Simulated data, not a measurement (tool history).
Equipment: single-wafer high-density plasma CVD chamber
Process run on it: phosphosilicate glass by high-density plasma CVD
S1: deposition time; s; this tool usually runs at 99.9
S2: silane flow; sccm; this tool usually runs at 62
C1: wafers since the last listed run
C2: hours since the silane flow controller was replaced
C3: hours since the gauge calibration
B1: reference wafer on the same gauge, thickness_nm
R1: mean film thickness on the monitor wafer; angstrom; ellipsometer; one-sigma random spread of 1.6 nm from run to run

Run 1, hour 0.0: usual settings but S1 108.0 s; C1 0; C2 783.8; C3 812.8; B1 683.899. Result: R1 6327.31 angstrom.
Run 2, hour 99.3: usual settings; C1 1872; C2 883.1; C3 912.1; B1 684.103. Result: R1 5828.53 angstrom.
Run 3, hour 180.6: usual settings; C1 1533; C2 964.4; C3 993.4; B1 684.192. Result: R1 5804.55 angstrom.
Run 4, hour 281.3: usual settings but S2 53 sccm; C1 1899; C2 1065.1; C3 1094.1; B1 683.946. Result: R1 4976.38 angstrom.
Run 5, hour 360.5: usual settings but S2 53 sccm; C1 1493; C2 1144.3; C3 1173.3; B1 684.453. Result: R1 4995.85 angstrom.
Run 6, hour 445.3: usual settings but S1 89.0 s; C1 1599; C2 1229.1; C3 1258.1; B1 684.697. Result: R1 5177.36 angstrom.
Run 7, hour 501.6: usual settings but S1 89.0 s; C1 1061; C2 1285.4; C3 1314.4; B1 684.176. Result: R1 5175.20 angstrom.
Run 8, hour 579.0: usual settings; C1 1459; C2 1362.8; C3 1391.8; B1 684.480. Result: R1 5830.75 angstrom.
At hour 590.7: gauge calibrated.
Run 9, hour 663.6: usual settings but S1 111.3 s, S2 53 sccm; C1 1595; C2 1447.4; C3 72.9; B1 684.225. Result: R1 5565.19 angstrom.
Run 10, hour 761.9: usual settings but S1 111.3 s, S2 53 sccm; C1 1853; C2 1545.7; C3 171.2; B1 683.612. Result: R1 5570.90 angstrom.
Run 11, hour 863.0: usual settings but S1 111.3 s, S2 53 sccm; C1 1906; C2 1646.8; C3 272.3; B1 684.523. Result: R1 5524.76 angstrom.
Run 12, hour 909.8: usual settings but S2 69 sccm; C1 882; C2 1693.6; C3 319.1; B1 683.985. Result: R1 6481.30 angstrom.
Run 13, hour 947.6: usual settings but S2 69 sccm; C1 712; C2 1731.4; C3 356.9; B1 684.352. Result: R1 6463.21 angstrom.
At hour 998.5: silane flow controller replaced.
Run 14, hour 1004.0: usual settings but S2 66 sccm; C1 912; C2 5.5; C3 413.3; B1 684.148. Result: R1 6315.40 angstrom.
Run 15, hour 1079.8: usual settings; C1 1429; C2 81.3; C3 489.1; B1 683.761. Result: R1 5906.11 angstrom.
Run 16, hour 1164.6: usual settings; C1 1599; C2 166.1; C3 573.9; B1 683.806. Result: R1 5873.96 angstrom.
Run 17, hour 1258.9: usual settings; C1 1778; C2 260.4; C3 668.2; B1 684.463. Result: R1 5840.54 angstrom.
Run 18, hour 1301.8: usual settings; C1 809; C2 303.3; C3 711.1; B1 684.659. Result: R1 5891.18 angstrom.
Run 19, hour 1369.9: usual settings; C1 1284; C2 371.4; C3 779.2; B1 684.705. Result: R1 5861.03 angstrom.
Run 20, hour 1451.9: usual settings but S1 114.9 s, S2 69 sccm; C1 1546; C2 453.4; C3 861.2; B1 684.013. Result: R1 7502.87 angstrom.
Run 21, hour 1523.5: usual settings; C1 1350; C2 525.0; C3 932.8; B1 684.054. Result: R1 5842.73 angstrom.
Run 22, hour 1645.0: usual settings but S1 119.6 s, S2 52 sccm; C1 2291; C2 646.5; C3 1054.3; B1 683.998. Result: R1 5841.38 angstrom.
Run 23, hour 1748.7: usual settings but S1 106.1 s; C1 1955; C2 750.2; C3 1158.0; B1 683.178. Result: R1 6183.01 angstrom.
At hour 1827.6: gauge calibrated.
Run 24, hour 1853.0: usual settings but S1 113.4 s, S2 72 sccm; C1 1966; C2 854.5; C3 25.4; B1 683.950. Result: R1 7659.23 angstrom.
Run 25, hour 1905.9: usual settings but S1 117.6 s, S2 52 sccm; C1 997; C2 907.4; C3 78.3; B1 684.848. Result: R1 5762.29 angstrom.
Run 26, hour 2003.8: usual settings but S1 84.5 s; C1 1846; C2 1005.3; C3 176.2; B1 684.694. Result: R1 4927.07 angstrom.
Run 27, hour 2049.2: usual settings but S1 85.4 s, S2 56 sccm; C1 856; C2 1050.7; C3 221.6; B1 683.516. Result: R1 4494.26 angstrom.
Run 28, hour 2150.2: usual settings but S1 84.6 s, S2 52 sccm; C1 1904; C2 1151.7; C3 322.6; B1 683.952. Result: R1 4123.91 angstrom.
Run 29, hour 2247.2: usual settings but S1 90.8 s, S2 57 sccm; C1 1829; C2 1248.7; C3 419.6; B1 684.327. Result: R1 4864.86 angstrom.
Run 30, hour 2330.5: usual settings but S2 68 sccm; C1 1570; C2 1332.0; C3 502.9; B1 684.236. Result: R1 6355.64 angstrom.
Run 31, hour 2395.0: usual settings but S1 91.4 s, S2 73 sccm; C1 1216; C2 1396.5; C3 567.4; B1 683.629. Result: R1 6229.99 angstrom.
Run 32, hour 2444.8: usual settings but S1 90.7 s, S2 65 sccm; C1 939; C2 1446.3; C3 617.2; B1 683.656. Result: R1 5532.27 angstrom.
Run 33, hour 2532.4: usual settings but S1 93.6 s, S2 52 sccm; C1 1651; C2 1533.9; C3 704.8; B1 683.525. Result: R1 4559.92 angstrom.

4 ways to go on from here, each from the tool as it stands after run 33. What would each give?
Run A, hour 2532.8: usual settings but S2 54 sccm; C1 7; C2 1534.3; C3 705.2; B1 ?. Result: R1 ?.
Run B, hour 2532.8: usual settings but S1 85.6 s, S2 72 sccm; C1 7; C2 1534.3; C3 705.2; B1 ?. Result: R1 ?.
Run C, hour 2532.8: usual settings but S2 57 sccm; C1 7; C2 1534.3; C3 705.2; B1 ?. Result: R1 ?.
Run D, hour 2532.8: usual settings but S1 85.9 s, S2 52 sccm; C1 7; C2 1534.3; C3 705.2; B1 ?. Result: R1 ?.

run       B1       R1
  A  683.843  5060.26
  B  683.843  5781.22
  C  683.843  5341.39
  D  683.843  4189.96
Had the tool no hidden state, the same runs would have come out as:
run       R1
  A  5149.04
  B  5882.66
  C  5435.10
  D  4263.48
